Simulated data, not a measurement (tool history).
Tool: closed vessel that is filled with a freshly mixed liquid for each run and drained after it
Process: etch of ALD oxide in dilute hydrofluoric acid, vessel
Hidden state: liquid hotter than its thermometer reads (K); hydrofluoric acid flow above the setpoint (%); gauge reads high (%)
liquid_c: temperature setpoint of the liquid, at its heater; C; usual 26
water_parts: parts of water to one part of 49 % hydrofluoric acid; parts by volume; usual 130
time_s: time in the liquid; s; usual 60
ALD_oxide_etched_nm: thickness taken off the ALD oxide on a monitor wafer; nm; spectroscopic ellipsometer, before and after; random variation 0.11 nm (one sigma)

run	hour	liquid_c	water_parts	time_s	wafers since the last listed run	hours since the thermometer was replaced	hours since the hydrofluoric acid flow meter was replaced	hours since the gauge calibration	read-back film thickness of the ALD oxide reference wafer, read on the same gauge (nm)	ALD_oxide_etched_nm
1	0	27.5	130	50	0	1150.5	1438.4	709.9	72.12	13.37
2	48.8	27.5	130	50	4308	1199.3	1487.2	758.7	72.4	13.48
# hour 70.2: gauge calibrated
3	78.3	27.5	130	50	2604	1228.8	1516.7	8.1	69.96	12.95
4	131.9	26	130	80	4732	1282.4	1570.3	61.7	69.98	19.51
5	192.4	26	130	80	5341	1342.9	1630.8	122.2	70.05	19.88
6	251.4	26	130	80	5209	1401.9	1689.8	181.2	70.09	19.66
7	279.3	26	130	40	2463	1429.8	1717.7	209.1	70.14	9.76
8	310	26	130	40	2710	1460.5	1748.4	239.8	70.18	9.84
9	337.6	26	130	40	2436	1488.1	1776	267.4	70.23	9.97
10	396	26	130	60	5156	1546.5	1834.4	325.8	70.36	14.72
11	455.6	26	130	60	5262	1606.1	1894	385.4	70.54	14.98
12	505.4	26	130	60	4397	1655.9	1943.8	435.2	70.63	14.99
# hour 510.2: hydrofluoric acid flow meter replaced
# hour 544.4: thermometer replaced
13	559.6	26	130	60	4608	15.2	49.4	489.4	70.84	14.98
14	587.3	26	130	60	2445	42.9	77.1	517.1	70.93	14.94
15	619	29	150	75	2798	74.6	108.8	548.8	71.06	17.46
16	647.8	29	150	75	2542	103.4	137.6	577.6	71.18	17.6
17	712.7	26	130	60	5730	168.3	202.5	642.5	71.47	15.24
18	766	23.5	105	45	4706	221.6	255.8	695.8	71.72	13.01
19	813	26	130	60	4149	268.6	302.8	742.8	71.95	15.34
20	870.5	26	85	35	5076	326.1	360.3	800.3	72.27	14.27
21	903	26	180	60	2869	358.6	392.8	832.8	72.45	10.4
22	941.6	26	130	75	3408	397.2	431.4	871.4	72.71	19.19
# hour 944.5: gauge calibrated
23	990.1	28.5	175	60	4282	445.7	479.9	45.6	70.22	11.45
24	1041.4	26	130	60	4529	497	531.2	96.9	70.23	15.01
25	1092.4	26	85	95	4502	548	582.2	147.9	70.26	37.6
26	1130	26	95	60	3319	585.6	619.8	185.5	70.29	21.24
27	1195	28.5	155	35	5739	650.6	684.8	250.5	70.44	7.75
28	1223	22	95	50	2472	678.6	712.8	278.5	70.49	14.89
29	1254.3	23.5	155	60	2763	709.9	744.1	309.8	70.56	11.01

3 ways to go on from here, each from the tool as it stands after run 29. What would each give?
A	1255	22.5	130	60	61	710.6	744.8	310.5	?	?
B	1255	29.5	130	60	61	710.6	744.8	310.5	?	?
C	1255	30	150	90	61	710.6	744.8	310.5	?	?

run	read-back film thickness of the ALD oxide reference wafer, read on the same gauge (nm)	ALD_oxide_etched_nm
A	70.54	12.93
B	70.54	16.87
C	70.54	21.75
Without the tool's hidden state the same runs would have given:
run	ALD_oxide_etched_nm
A	12.83
B	16.74
C	21.58

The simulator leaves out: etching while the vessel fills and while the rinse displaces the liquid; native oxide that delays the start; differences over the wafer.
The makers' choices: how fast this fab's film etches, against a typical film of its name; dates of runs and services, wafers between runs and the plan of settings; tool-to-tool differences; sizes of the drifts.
